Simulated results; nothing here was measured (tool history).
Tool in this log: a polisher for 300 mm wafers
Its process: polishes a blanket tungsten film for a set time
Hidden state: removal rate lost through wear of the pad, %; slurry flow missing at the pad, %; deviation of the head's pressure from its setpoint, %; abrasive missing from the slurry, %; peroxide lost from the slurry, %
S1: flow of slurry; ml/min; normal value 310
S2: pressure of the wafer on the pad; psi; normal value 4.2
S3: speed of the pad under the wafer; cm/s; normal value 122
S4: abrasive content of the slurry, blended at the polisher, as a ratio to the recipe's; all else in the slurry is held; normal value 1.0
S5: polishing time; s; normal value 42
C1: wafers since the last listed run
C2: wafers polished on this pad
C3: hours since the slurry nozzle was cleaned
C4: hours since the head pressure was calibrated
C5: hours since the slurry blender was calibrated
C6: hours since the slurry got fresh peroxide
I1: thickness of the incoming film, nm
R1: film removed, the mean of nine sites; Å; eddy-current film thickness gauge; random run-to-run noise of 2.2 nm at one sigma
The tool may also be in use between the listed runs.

{"run": 1, "hour": 0.0, "S1": 310, "S2": 4.2, "S3": 122, "S4": 1.0, "S5": 42, "C1": 0, "C2": 3810, "C3": 209.5, "C4": 31.8, "C5": 399.6, "C6": 211.1, "I1": 775.8, "R1": 2549}
{"hour": 21.0, "done": "slurry blender recalibrated"}
{"run": 2, "hour": 51.5, "S1": 310, "S2": 4.2, "S3": 122, "S4": 1.0, "S5": 42, "C1": 561, "C2": 4371, "C3": 261.0, "C4": 83.3, "C5": 30.5, "C6": 262.6, "I1": 770.0, "R1": 2523}
{"hour": 102.3, "done": "worn pad replaced by a new one"}
{"run": 3, "hour": 104.1, "S1": 310, "S2": 4.2, "S3": 122, "S4": 1.0, "S5": 42, "C1": 551, "C2": 20, "C3": 313.6, "C4": 135.9, "C5": 83.1, "C6": 315.2, "I1": 768.9, "R1": 2529}
{"run": 4, "hour": 136.4, "S1": 310, "S2": 4.2, "S3": 122, "S4": 1.0, "S5": 42, "C1": 366, "C2": 386, "C3": 345.9, "C4": 168.2, "C5": 115.4, "C6": 347.5, "I1": 761.8, "R1": 2524}
{"run": 5, "hour": 170.8, "S1": 310, "S2": 4.2, "S3": 122, "S4": 1.0, "S5": 42, "C1": 390, "C2": 777, "C3": 380.3, "C4": 202.6, "C5": 149.8, "C6": 381.9, "I1": 769.1, "R1": 2549}
{"run": 6, "hour": 213.7, "S1": 310, "S2": 4.2, "S3": 122, "S4": 1.0, "S5": 42, "C1": 486, "C2": 1263, "C3": 423.2, "C4": 245.5, "C5": 192.7, "C6": 424.8, "I1": 781.4, "R1": 2472}
{"run": 7, "hour": 245.0, "S1": 225, "S2": 4.2, "S3": 82, "S4": 0.9, "S5": 51, "C1": 354, "C2": 1618, "C3": 454.5, "C4": 276.8, "C5": 224.0, "C6": 456.1, "I1": 766.3, "R1": 1806}
{"hour": 266.4, "done": "slurry tank refilled with fresh slurry and peroxide"}
{"run": 8, "hour": 297.2, "S1": 310, "S2": 4.8, "S3": 122, "S4": 0.9, "S5": 37, "C1": 580, "C2": 2199, "C3": 506.7, "C4": 329.0, "C5": 276.2, "C6": 30.8, "I1": 761.3, "R1": 2266}
{"hour": 310.9, "done": "slurry nozzle cleaned"}
{"run": 9, "hour": 368.6, "S1": 235, "S2": 5.2, "S3": 136, "S4": 0.9, "S5": 42, "C1": 798, "C2": 2997, "C3": 57.7, "C4": 400.4, "C5": 347.6, "C6": 102.2, "I1": 781.7, "R1": 3232}
{"run": 10, "hour": 434.5, "S1": 310, "S2": 4.2, "S3": 122, "S4": 1.0, "S5": 42, "C1": 747, "C2": 3745, "C3": 123.6, "C4": 466.3, "C5": 413.5, "C6": 168.1, "I1": 782.4, "R1": 2552}
{"hour": 464.6, "done": "slurry blender recalibrated"}
{"hour": 539.1, "done": "worn pad replaced by a new one"}
{"run": 11, "hour": 640.6, "S1": 310, "S2": 3.7, "S3": 122, "S4": 1.0, "S5": 42, "C1": 2269, "C2": 1151, "C3": 329.7, "C4": 672.4, "C5": 176.0, "C6": 374.2, "I1": 769.4, "R1": 2186}
{"hour": 699.7, "done": "slurry tank refilled with fresh slurry and peroxide"}
{"run": 12, "hour": 798.1, "S1": 205, "S2": 4.2, "S3": 140, "S4": 1.0, "S5": 42, "C1": 1774, "C2": 2926, "C3": 487.2, "C4": 829.9, "C5": 333.5, "C6": 98.4, "I1": 756.8, "R1": 2377}
{"hour": 827.9, "done": "slurry nozzle cleaned"}
{"run": 13, "hour": 853.0, "S1": 310, "S2": 4.2, "S3": 122, "S4": 0.7, "S5": 56, "C1": 611, "C2": 3537, "C3": 25.1, "C4": 884.8, "C5": 388.4, "C6": 153.3, "I1": 774.5, "R1": 3001}
{"run": 14, "hour": 902.6, "S1": 310, "S2": 4.2, "S3": 122, "S4": 1.2, "S5": 42, "C1": 562, "C2": 4100, "C3": 74.7, "C4": 934.4, "C5": 438.0, "C6": 202.9, "I1": 776.5, "R1": 2655}
{"run": 15, "hour": 951.6, "S1": 310, "S2": 4.2, "S3": 122, "S4": 0.9, "S5": 42, "C1": 555, "C2": 4656, "C3": 123.7, "C4": 983.4, "C5": 487.0, "C6": 251.9, "I1": 770.8, "R1": 2417}
{"run": 16, "hour": 981.5, "S1": 275, "S2": 3.6, "S3": 142, "S4": 1.0, "S5": 30, "C1": 339, "C2": 4995, "C3": 153.6, "C4": 1013.3, "C5": 516.9, "C6": 281.8, "I1": 771.1, "R1": 1743}

Run 17, settings as shown, results not yet in. Your forecast:
{"hour": 1021.6, "done": "slurry blender recalibrated"}
{"hour": 1022.4, "done": "worn pad replaced by a new one"}
{"run": 17, "hour": 1030.1, "S1": 310, "S2": 3.4, "S3": 122, "S4": 1.0, "S5": 42, "C1": 518, "C2": 86, "C3": 202.2, "C4": 1061.9, "C5": 8.5, "C6": 330.4, "I1": 773.6, "R1": "?"}

For run 17 the tool returned R1 1990 Å.
If the tool had no hidden condition, the same run with the same run-to-run variation would have returned R1 2113 Å.
